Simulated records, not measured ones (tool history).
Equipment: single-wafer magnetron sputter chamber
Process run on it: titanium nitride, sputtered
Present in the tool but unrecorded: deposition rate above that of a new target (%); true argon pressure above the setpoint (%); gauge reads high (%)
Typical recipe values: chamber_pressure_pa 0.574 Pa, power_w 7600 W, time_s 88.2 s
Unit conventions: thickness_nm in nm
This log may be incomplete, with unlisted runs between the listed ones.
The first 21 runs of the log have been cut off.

run   hour  chamber_pressure_pa  power_w  time_s  wafers since the last listed run  wafers on the sputter target  hours since the last manometer calibration  hours since the magnet pack was replaced  hours since the gauge calibration  read-back reference wafer on the same gauge, thickness_nm  thickness_nm
 22  302.3                  0.8     9400    76.1                               119                           487                                      2549.8                                       186                              153.1                                                     90.957        96.023
 23  314.4                 0.68     6900    80.6                               189                           676                                      2561.9                                     198.1                              165.2                                                     91.238        81.492
 24    323                0.574     8450    75.3                               134                           811                                      2570.5                                     206.7                              173.8                                                     91.058         91.67
     346.2  -- sputter target and shields replaced, repeated, since the last time left the tool worse
     347.8  -- capacitance manometer re-zeroed and calibrated
 25  348.3                0.413     8150    88.2                               246                             7                                         0.5                                       232                              199.1                                                     90.956        120.38
 26  376.2                0.574     7600    88.2                               437                           444                                        28.4                                     259.9                                227                                                     91.091       108.307
 27    383                0.574     7600    88.2                               106                           551                                        35.2                                     266.7                              233.8                                                     91.039       107.305
 28  398.7                0.791     7600    88.2                               245                           797                                        50.9                                     282.4                              249.5                                                     91.039       102.036
 29  423.5                0.574     7600    88.2                               388                          1185                                        75.7                                     307.2                              274.3                                                     90.922       106.566
 30    440                0.415     6100    80.8                               258                          1444                                        92.2                                     323.7                              290.8                                                      90.97        84.992
 31  457.6                0.574     7600    88.2                               275                          1720                                       109.8                                     341.3                              308.4                                                     90.918       105.265
 32  467.5                0.792     8300    88.2                               155                          1875                                       119.7                                     351.2                              318.3                                                     91.087       107.286
 33  474.3                 0.37     5700    72.2                               106                          1981                                       126.5                                       358                              325.1                                                     90.946        72.293
 34  483.5                0.471     7600    88.2                               144                          2125                                       135.7                                     367.2                              334.3                                                     91.028       107.474

Run 35 has not been measured yet. What should we expect?
 35  495.4                0.499     8300      93                               186                          2312                                       147.6                                     379.1                              346.2                                                          ?             ?

{"run 35": {"read-back reference wafer on the same gauge, thickness_nm": 91.197, "thickness_nm": 120.898}}
Minus the tool's unlogged condition, the same run would have read thickness_nm 126.586 nm.

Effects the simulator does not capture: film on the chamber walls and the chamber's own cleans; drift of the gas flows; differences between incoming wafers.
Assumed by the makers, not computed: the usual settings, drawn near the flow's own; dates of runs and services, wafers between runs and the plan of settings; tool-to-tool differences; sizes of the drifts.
